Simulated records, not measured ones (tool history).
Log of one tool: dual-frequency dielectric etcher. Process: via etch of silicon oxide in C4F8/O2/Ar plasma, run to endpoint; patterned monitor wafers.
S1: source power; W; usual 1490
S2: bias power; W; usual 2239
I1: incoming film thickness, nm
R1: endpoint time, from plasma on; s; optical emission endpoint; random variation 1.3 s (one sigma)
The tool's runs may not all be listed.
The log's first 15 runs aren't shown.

Run 16, hour 1172.9: usual settings; I1 1278. Result: R1 255.6 s.
Run 17, hour 1247.7: usual settings; I1 1293.1. Result: R1 262.3 s.
At hour 1271.7: wet clean of the chamber.
Run 18, hour 1324.6: usual settings but S1 1180 W, S2 2776 W; I1 1285.8. Result: R1 273.3 s.
Run 19, hour 1360.8: usual settings but S1 1190 W, S2 1939 W; I1 1281.9. Result: R1 302.7 s.
At hour 1390.3: upper electrode replaced.
At hour 1401.4: bias power generator calibrated.
Run 20, hour 1402.3: usual settings; I1 1281. Result: R1 254.8 s.
Run 21, hour 1503.8: usual settings; I1 1274.1. Result: R1 257.2 s.
Run 22, hour 1556.3: usual settings but S1 1190 W, S2 2413 W; I1 1284. Result: R1 292.8 s.
Run 23, hour 1664.2: usual settings but S1 1850 W, S2 1990 W; I1 1289.2. Result: R1 242.1 s.
Run 24, hour 1742.5: usual settings but S1 1290 W, S2 1812 W; I1 1293. Result: R1 309.6 s.
Run 25, hour 1799.4: usual settings; I1 1281.9. Result: R1 268.5 s.
At hour 1834.2: wet clean of the chamber.
Run 26, hour 1838.6: usual settings but S1 1830 W, S2 1890 W; I1 1288.5. Result: R1 235.5 s.
Run 27, hour 1893: usual settings; I1 1274.3. Result: R1 253.5 s.
Run 28, hour 1957.1: usual settings but S1 1190 W, S2 2506 W; I1 1264.8. Result: R1 277.8 s.
Run 29, hour 2030.3: usual settings but S1 1640 W; I1 1282.9. Result: R1 247.2 s.
Run 30, hour 2111.6: usual settings; I1 1295.5. Result: R1 261.2 s.
Run 31, hour 2179.3: usual settings but S1 1750 W; I1 1272.2. Result: R1 238.3 s.
Run 32, hour 2278.5: usual settings but S1 1640 W, S2 1987 W; I1 1281.3. Result: R1 261.8 s.
At hour 2364.6: wet clean of the chamber.
Run 33, hour 2563.4: usual settings but S2 1789 W; I1 1295.8. Result: R1 280.8 s.
Run 34, hour 2601.9: usual settings; I1 1291.5. Result: R1 265.6 s.

5 ways to go on from here, each from the tool as it stands after run 34. What would each give?
Run A, hour 2602.4: usual settings; I1 1285.6. Result: R1 ?.
Run B, hour 2602.4: usual settings but S1 1210 W, S2 1935 W; I1 1285.6. Result: R1 ?.
Run C, hour 2602.4: usual settings but S1 1310 W, S2 1836 W; I1 1285.6. Result: R1 ?.
Run D, hour 2602.4: usual settings but S2 1746 W; I1 1285.6. Result: R1 ?.
Run E, hour 2602.4: usual settings but S2 2706 W; I1 1285.6. Result: R1 ?.

run     R1
  A  260.4
  B  307.1
  C    297
  D  279.4
  E    246
Without the tool's hidden state the same runs would have given:
run     R1
  A  248.5
  B    293
  C  283.4
  D  266.6
  E  234.9

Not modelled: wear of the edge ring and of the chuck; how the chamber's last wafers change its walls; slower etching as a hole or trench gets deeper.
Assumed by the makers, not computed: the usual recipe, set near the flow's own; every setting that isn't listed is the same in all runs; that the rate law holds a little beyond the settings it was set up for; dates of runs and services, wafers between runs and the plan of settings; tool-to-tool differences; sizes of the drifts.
